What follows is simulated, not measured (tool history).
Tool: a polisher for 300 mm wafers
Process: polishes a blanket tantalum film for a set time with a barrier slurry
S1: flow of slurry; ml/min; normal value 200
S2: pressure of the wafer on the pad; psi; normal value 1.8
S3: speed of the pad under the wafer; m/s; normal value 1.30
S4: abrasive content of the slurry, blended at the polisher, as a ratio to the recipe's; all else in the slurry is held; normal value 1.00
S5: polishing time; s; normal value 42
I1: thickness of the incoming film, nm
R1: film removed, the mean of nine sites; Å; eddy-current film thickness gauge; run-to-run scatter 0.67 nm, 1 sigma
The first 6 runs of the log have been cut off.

-- hour=357.3 worn pad replaced by a new one
run 7 hour=425.1 | S1=200 S2=1.6 S3=1.30 S4=1.00 S5=42 | I1=227.4 | R1=893
run 8 hour=477.0 | S1=200 S2=1.6 S3=1.30 S4=1.00 S5=42 | I1=233.5 | R1=894
-- hour=561.8 slurry nozzle cleaned
run 9 hour=573.2 | S1=200 S2=1.8 S3=1.30 S4=1.00 S5=42 | I1=228.5 | R1=1003
run 10 hour=632.8 | S1=200 S2=1.8 S3=1.30 S4=1.00 S5=42 | I1=228.7 | R1=1002
-- hour=722.4 slurry blender recalibrated
run 11 hour=736.2 | S1=200 S2=1.8 S3=1.30 S4=1.00 S5=42 | I1=228.3 | R1=1007
run 12 hour=791.6 | S1=200 S2=1.8 S3=1.30 S4=1.00 S5=42 | I1=228.1 | R1=997
run 13 hour=842.1 | S1=200 S2=1.8 S3=1.30 S4=1.00 S5=42 | I1=230.9 | R1=1002
-- hour=911.5 head pressure recalibrated
-- hour=959.6 worn pad replaced by a new one
run 14 hour=1108.7 | S1=200 S2=2.2 S3=1.30 S4=1.00 S5=30 | I1=233.1 | R1=816
run 15 hour=1183.5 | S1=200 S2=1.8 S3=1.30 S4=1.25 S5=55 | I1=231.6 | R1=1378
-- hour=1187.7 slurry nozzle cleaned
run 16 hour=1282.1 | S1=200 S2=1.8 S3=1.30 S4=1.00 S5=42 | I1=226.6 | R1=1016
-- hour=1312.5 slurry blender recalibrated
run 17 hour=1369.6 | S1=265 S2=1.8 S3=0.96 S4=0.75 S5=37 | I1=228.8 | R1=589
run 18 hour=1420.3 | S1=250 S2=1.8 S3=1.30 S4=1.00 S5=42 | I1=229.1 | R1=1023
run 19 hour=1475.1 | S1=145 S2=1.8 S3=1.64 S4=1.00 S5=42 | I1=232.5 | R1=1177
run 20 hour=1548.4 | S1=180 S2=2.1 S3=0.94 S4=1.25 S5=42 | I1=229.1 | R1=914
-- hour=1571.5 worn pad replaced by a new one
run 21 hour=1646.2 | S1=230 S2=2.1 S3=1.50 S4=1.25 S5=42 | I1=231.3 | R1=1401
run 22 hour=1735.6 | S1=200 S2=1.8 S3=1.30 S4=1.00 S5=42 | I1=231.6 | R1=970
-- hour=1741.1 slurry nozzle cleaned
run 23 hour=1815.1 | S1=200 S2=2.0 S3=1.30 S4=1.00 S5=42 | I1=233.0 | R1=1092
run 24 hour=1872.3 | S1=200 S2=1.4 S3=1.30 S4=1.00 S5=57 | I1=228.4 | R1=1110
-- hour=1901.8 slurry blender recalibrated
run 25 hour=1942.1 | S1=165 S2=2.1 S3=1.30 S4=1.00 S5=50 | I1=227.8 | R1=1313
run 26 hour=2027.0 | S1=200 S2=1.8 S3=1.30 S4=1.00 S5=34 | I1=227.7 | R1=803
run 27 hour=2108.1 | S1=170 S2=1.8 S3=1.30 S4=1.30 S5=42 | I1=225.3 | R1=1071
-- hour=2166.4 worn pad replaced by a new one
run 28 hour=2173.5 | S1=200 S2=1.8 S3=1.30 S4=1.00 S5=42 | I1=230.6 | R1=984
run 29 hour=2263.2 | S1=140 S2=1.8 S3=1.30 S4=1.00 S5=34 | I1=228.5 | R1=752
run 30 hour=2299.8 | S1=200 S2=1.8 S3=1.30 S4=1.00 S5=42 | I1=228.9 | R1=960

Predict each of these 4 candidate next runs independently; none follows another, all start after run 30:
run A hour=2300.2 | S1=175 S2=1.8 S3=1.30 S4=1.00 S5=42 | I1=231.6 | R1=?
run B hour=2300.2 | S1=225 S2=2.3 S3=0.96 S4=1.00 S5=35 | I1=231.6 | R1=?
run C hour=2300.2 | S1=200 S2=1.8 S3=1.30 S4=1.00 S5=49 | I1=231.6 | R1=?
run D hour=2300.2 | S1=130 S2=1.8 S3=1.30 S4=1.00 S5=42 | I1=231.6 | R1=?

run=A R1=955
run=B R1=778
run=C R1=1135
run=D R1=910
Without the tool's hidden state the same runs would have given:
run=A R1=999
run=B R1=808
run=C R1=1183
run=D R1=963
